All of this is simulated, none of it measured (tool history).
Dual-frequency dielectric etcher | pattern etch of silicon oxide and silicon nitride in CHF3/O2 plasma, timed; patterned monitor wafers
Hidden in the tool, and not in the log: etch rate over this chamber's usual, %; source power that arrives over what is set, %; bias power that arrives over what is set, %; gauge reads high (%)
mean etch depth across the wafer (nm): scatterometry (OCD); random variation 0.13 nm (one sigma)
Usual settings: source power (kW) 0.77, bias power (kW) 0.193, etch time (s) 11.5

run,hour,source power (kW),bias power (kW),etch time (s),wafers since the last listed run,hours since the last wet clean,hours since the last source power generator calibration,hours since the last bias power generator calibration,hours since the last upper electrode change,hours since the gauge calibration,"read-back reference wafer on the same gauge, depth_nm",mean etch depth across the wafer (nm)
1,0,0.77,0.193,11.5,0,92.2,1082.4,2735.1,1755.9,688.6,16.64,19.24
2,75.2,0.77,0.193,11.5,880,167.4,1157.6,2810.3,1831.1,763.8,16.58,19.27
3,152.7,0.77,0.193,11.5,907,244.9,1235.1,2887.8,1908.6,841.3,16.61,19.15
4,234.7,0.77,0.193,11.5,959,326.9,1317.1,2969.8,1990.6,923.3,16.65,19.63
# hour 286.9: gauge calibrated
# hour 301.6: wet clean of the chamber
5,342.2,0.77,0.193,11.5,977,40.6,1424.6,3077.3,2098.1,55.3,16.62,19.34
6,411,0.77,0.193,11.5,805,109.4,1493.4,3146.1,2166.9,124.1,16.58,19.39
7,462.1,0.77,0.21,10,598,160.5,1544.5,3197.2,2218,175.2,16.62,17.12
8,555,0.77,0.21,10,1087,253.4,1637.4,3290.1,2310.9,268.1,16.61,17.39
9,640.8,0.77,0.193,11.5,1004,339.2,1723.2,3375.9,2396.7,353.9,16.6,19.76
10,682,0.77,0.193,11.5,482,380.4,1764.4,3417.1,2437.9,395.1,16.6,19.83
# hour 744: wet clean of the chamber
11,759.7,0.77,0.193,11.5,628,15.7,1842.1,3494.8,2515.6,472.8,16.61,19.29
12,797.1,0.87,0.177,14.5,437,53.1,1879.5,3532.2,2553,510.2,16.6,25.49
13,838.5,0.61,0.193,11.5,484,94.5,1920.9,3573.6,2594.4,551.6,16.63,16.84
14,932.6,0.58,0.161,12.5,1101,188.6,2015,3667.7,2688.5,645.7,16.57,16.78
# hour 1065.1: bias power generator calibrated
# hour 1092.5: source power generator calibrated
# hour 1130.5: wet clean of the chamber
# hour 1150.3: upper electrode replaced
15,1150.7,0.77,0.162,11.5,1946,20.2,58.2,85.6,0.4,863.8,16.6,18.1
# hour 1192.3: gauge calibrated
16,1254.8,0.77,0.213,11.5,1218,124.3,162.3,189.7,104.5,62.5,16.58,19.83
17,1356.7,0.77,0.193,11.5,1192,226.2,264.2,291.6,206.4,164.4,16.62,19.49
18,1450.2,0.7,0.208,11.5,1094,319.7,357.7,385.1,299.9,257.9,16.57,19.11
19,1493.9,0.77,0.193,11.5,511,363.4,401.4,428.8,343.6,301.6,16.64,19.67
# hour 1557.4: wet clean of the chamber
20,1591.2,0.63,0.162,12.5,858,33.8,498.7,526.1,440.9,398.9,16.64,17.47
21,1640.9,0.93,0.167,10,581,83.5,548.4,575.8,490.6,448.6,16.65,17.78

Hidden state at the last listed run before each entry between runs and at the first one after, where it differs:
Between runs 4 and 5: gauge calibrated (hour 286.9); wet clean of the chamber (hour 301.6)
  etch rate over this chamber's usual, %: 2.72 -> 0.454
  measured less the result without the state, mean etch depth across the wafer (nm): +0.52 -> +0.09
Between runs 10 and 11: wet clean of the chamber (hour 744)
  etch rate over this chamber's usual, %: 3.83 -> 0.298
  measured less the result without the state, mean etch depth across the wafer (nm): +0.73 -> +0.06
Between runs 14 and 15: bias power generator calibrated (hour 1065.1); source power generator calibrated (hour 1092.5); wet clean of the chamber (hour 1130.5); upper electrode replaced (hour 1150.3)
  etch rate over this chamber's usual, %: 2.01 -> 0.614
  measured less the result without the state, mean etch depth across the wafer (nm): +0.34 -> +0.11
Between runs 15 and 16: gauge calibrated (hour 1192.3)
  etch rate over this chamber's usual, %: 0.614 -> 1.65
  measured less the result without the state, mean etch depth across the wafer (nm): +0.11 -> +0.32
Between runs 19 and 20: wet clean of the chamber (hour 1557.4)
  etch rate over this chamber's usual, %: 4.02 -> 0.413
  measured less the result without the state, mean etch depth across the wafer (nm): +0.76 -> +0.07

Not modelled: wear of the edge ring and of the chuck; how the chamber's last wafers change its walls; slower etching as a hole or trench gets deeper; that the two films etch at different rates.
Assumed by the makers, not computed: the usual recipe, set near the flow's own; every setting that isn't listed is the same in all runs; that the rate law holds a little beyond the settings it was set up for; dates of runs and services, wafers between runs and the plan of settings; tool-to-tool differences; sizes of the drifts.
